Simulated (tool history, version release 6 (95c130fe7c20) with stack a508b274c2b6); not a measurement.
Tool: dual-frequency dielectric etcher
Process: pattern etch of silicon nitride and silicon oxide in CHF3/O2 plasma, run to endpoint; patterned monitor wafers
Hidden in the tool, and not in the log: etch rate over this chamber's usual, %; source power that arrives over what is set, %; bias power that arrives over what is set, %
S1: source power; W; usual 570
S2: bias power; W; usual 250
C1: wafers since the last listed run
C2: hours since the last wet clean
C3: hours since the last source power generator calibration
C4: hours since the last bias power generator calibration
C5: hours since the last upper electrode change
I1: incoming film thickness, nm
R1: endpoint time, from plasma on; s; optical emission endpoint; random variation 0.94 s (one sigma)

{"run": 1, "day": 0.0, "S1": 630, "S2": 250, "C1": 0, "C2": 170.1, "C3": 2269.4, "C4": 1703.9, "C5": 3184.9, "I1": 213.4, "R1": 110.9}
{"run": 2, "day": 0.317, "S1": 570, "S2": 250, "C1": 43, "C2": 177.7, "C3": 2277.0, "C4": 1711.5, "C5": 3192.5, "I1": 213.1, "R1": 115.1}
{"run": 3, "day": 0.671, "S1": 570, "S2": 250, "C1": 49, "C2": 186.2, "C3": 2285.5, "C4": 1720.0, "C5": 3201.0, "I1": 213.9, "R1": 116.3}
{"run": 4, "day": 1.225, "S1": 570, "S2": 250, "C1": 76, "C2": 199.5, "C3": 2298.8, "C4": 1733.3, "C5": 3214.3, "I1": 214.5, "R1": 116.9}
{"run": 5, "day": 1.783, "S1": 570, "S2": 250, "C1": 77, "C2": 212.9, "C3": 2312.2, "C4": 1746.7, "C5": 3227.7, "I1": 214.8, "R1": 116.9}
{"run": 6, "day": 3.308, "S1": 570, "S2": 205, "C1": 211, "C2": 249.5, "C3": 2348.8, "C4": 1783.3, "C5": 3264.3, "I1": 214.1, "R1": 120.6}
{"run": 7, "day": 3.971, "S1": 570, "S2": 205, "C1": 92, "C2": 265.4, "C3": 2364.7, "C4": 1799.2, "C5": 3280.2, "I1": 214.5, "R1": 120.6}
{"run": 8, "day": 5.588, "S1": 570, "S2": 205, "C1": 224, "C2": 304.2, "C3": 2403.5, "C4": 1838.0, "C5": 3319.0, "I1": 215.8, "R1": 122.6}
{"run": 9, "day": 5.879, "S1": 490, "S2": 250, "C1": 40, "C2": 311.2, "C3": 2410.5, "C4": 1845.0, "C5": 3326.0, "I1": 216.7, "R1": 124.9}
{"run": 10, "day": 6.254, "S1": 600, "S2": 275, "C1": 52, "C2": 320.2, "C3": 2419.5, "C4": 1854.0, "C5": 3335.0, "I1": 213.8, "R1": 113.6}
{"run": 11, "day": 6.558, "S1": 570, "S2": 250, "C1": 42, "C2": 327.5, "C3": 2426.8, "C4": 1861.3, "C5": 3342.3, "I1": 211.5, "R1": 115.6}
{"run": 12, "day": 7.271, "S1": 570, "S2": 250, "C1": 98, "C2": 344.6, "C3": 2443.9, "C4": 1878.4, "C5": 3359.4, "I1": 214.5, "R1": 117.5}
{"run": 13, "day": 7.529, "S1": 500, "S2": 250, "C1": 35, "C2": 350.8, "C3": 2450.1, "C4": 1884.6, "C5": 3365.6, "I1": 212.9, "R1": 122.2}
{"run": 14, "day": 8.242, "S1": 500, "S2": 250, "C1": 98, "C2": 367.9, "C3": 2467.2, "C4": 1901.7, "C5": 3382.7, "I1": 214.6, "R1": 122.2}
{"day": 9.188, "done": "bias power generator calibrated"}
{"day": 9.279, "done": "upper electrode replaced"}
{"run": 15, "day": 9.3, "S1": 570, "S2": 250, "C1": 111, "C2": 393.3, "C3": 2492.6, "C4": 2.7, "C5": 0.5, "I1": 215.9, "R1": 116.7}
{"run": 16, "day": 9.312, "S1": 570, "S2": 250, "C1": 1, "C2": 393.6, "C3": 2492.9, "C4": 3.0, "C5": 0.8, "I1": 214.2, "R1": 116.9}
{"run": 17, "day": 9.392, "S1": 630, "S2": 231, "C1": 10, "C2": 395.5, "C3": 2494.8, "C4": 4.9, "C5": 2.7, "I1": 214.0, "R1": 114.0}
{"run": 18, "day": 9.804, "S1": 570, "S2": 250, "C1": 57, "C2": 405.4, "C3": 2504.7, "C4": 14.8, "C5": 12.6, "I1": 216.5, "R1": 118.7}
{"run": 19, "day": 10.229, "S1": 680, "S2": 189, "C1": 59, "C2": 415.6, "C3": 2514.9, "C4": 25.0, "C5": 22.8, "I1": 215.2, "R1": 114.3}
{"day": 11.317, "done": "wet clean of the chamber"}
{"run": 20, "day": 11.338, "S1": 570, "S2": 250, "C1": 15, "C2": 0.5, "C3": 2541.5, "C4": 51.6, "C5": 49.4, "I1": 212.5, "R1": 117.0}
{"run": 21, "day": 11.354, "S1": 570, "S2": 250, "C1": 2, "C2": 0.9, "C3": 2541.9, "C4": 52.0, "C5": 49.8, "I1": 216.0, "R1": 115.7}
{"run": 22, "day": 11.488, "S1": 570, "S2": 250, "C1": 18, "C2": 4.1, "C3": 2545.1, "C4": 55.2, "C5": 53.0, "I1": 215.5, "R1": 117.3}
{"run": 23, "day": 12.058, "S1": 570, "S2": 250, "C1": 79, "C2": 17.8, "C3": 2558.8, "C4": 68.9, "C5": 66.7, "I1": 214.9, "R1": 117.8}
{"day": 12.275, "done": "source power generator calibrated"}
{"run": 24, "day": 12.583, "S1": 660, "S2": 250, "C1": 49, "C2": 30.4, "C3": 7.4, "C4": 81.5, "C5": 79.3, "I1": 215.5, "R1": 110.2}
{"run": 25, "day": 13.117, "S1": 460, "S2": 220, "C1": 74, "C2": 43.2, "C3": 20.2, "C4": 94.3, "C5": 92.1, "I1": 212.9, "R1": 128.2}
{"run": 26, "day": 13.675, "S1": 620, "S2": 200, "C1": 77, "C2": 56.6, "C3": 33.6, "C4": 107.7, "C5": 105.5, "I1": 212.4, "R1": 115.5}
{"run": 27, "day": 14.221, "S1": 570, "S2": 250, "C1": 75, "C2": 69.7, "C3": 46.7, "C4": 120.8, "C5": 118.6, "I1": 215.1, "R1": 119.5}
{"run": 28, "day": 14.662, "S1": 570, "S2": 206, "C1": 61, "C2": 80.3, "C3": 57.3, "C4": 131.4, "C5": 129.2, "I1": 213.9, "R1": 122.6}
{"run": 29, "day": 15.075, "S1": 640, "S2": 250, "C1": 57, "C2": 90.2, "C3": 67.2, "C4": 141.3, "C5": 139.1, "I1": 215.2, "R1": 112.4}
{"run": 30, "day": 15.367, "S1": 670, "S2": 273, "C1": 40, "C2": 97.2, "C3": 74.2, "C4": 148.3, "C5": 146.1, "I1": 215.7, "R1": 107.0}
{"run": 31, "day": 16.054, "S1": 530, "S2": 218, "C1": 95, "C2": 113.7, "C3": 90.7, "C4": 164.8, "C5": 162.6, "I1": 213.3, "R1": 120.9}
{"run": 32, "day": 16.654, "S1": 570, "S2": 250, "C1": 83, "C2": 128.1, "C3": 105.1, "C4": 179.2, "C5": 177.0, "I1": 213.4, "R1": 115.6}
{"run": 33, "day": 17.158, "S1": 700, "S2": 276, "C1": 70, "C2": 140.2, "C3": 117.2, "C4": 191.3, "C5": 189.1, "I1": 216.0, "R1": 109.0}
{"run": 34, "day": 17.738, "S1": 570, "S2": 300, "C1": 80, "C2": 154.1, "C3": 131.1, "C4": 205.2, "C5": 203.0, "I1": 214.0, "R1": 113.4}
{"run": 35, "day": 18.208, "S1": 480, "S2": 202, "C1": 65, "C2": 165.4, "C3": 142.4, "C4": 216.5, "C5": 214.3, "I1": 213.8, "R1": 129.2}

The tool's hidden state at each run:
etch rate over this chamber's usual, %: 0 in every run
source power that arrives over what is set, %: 0 in every run
bias power that arrives over what is set, %: 0 in every run

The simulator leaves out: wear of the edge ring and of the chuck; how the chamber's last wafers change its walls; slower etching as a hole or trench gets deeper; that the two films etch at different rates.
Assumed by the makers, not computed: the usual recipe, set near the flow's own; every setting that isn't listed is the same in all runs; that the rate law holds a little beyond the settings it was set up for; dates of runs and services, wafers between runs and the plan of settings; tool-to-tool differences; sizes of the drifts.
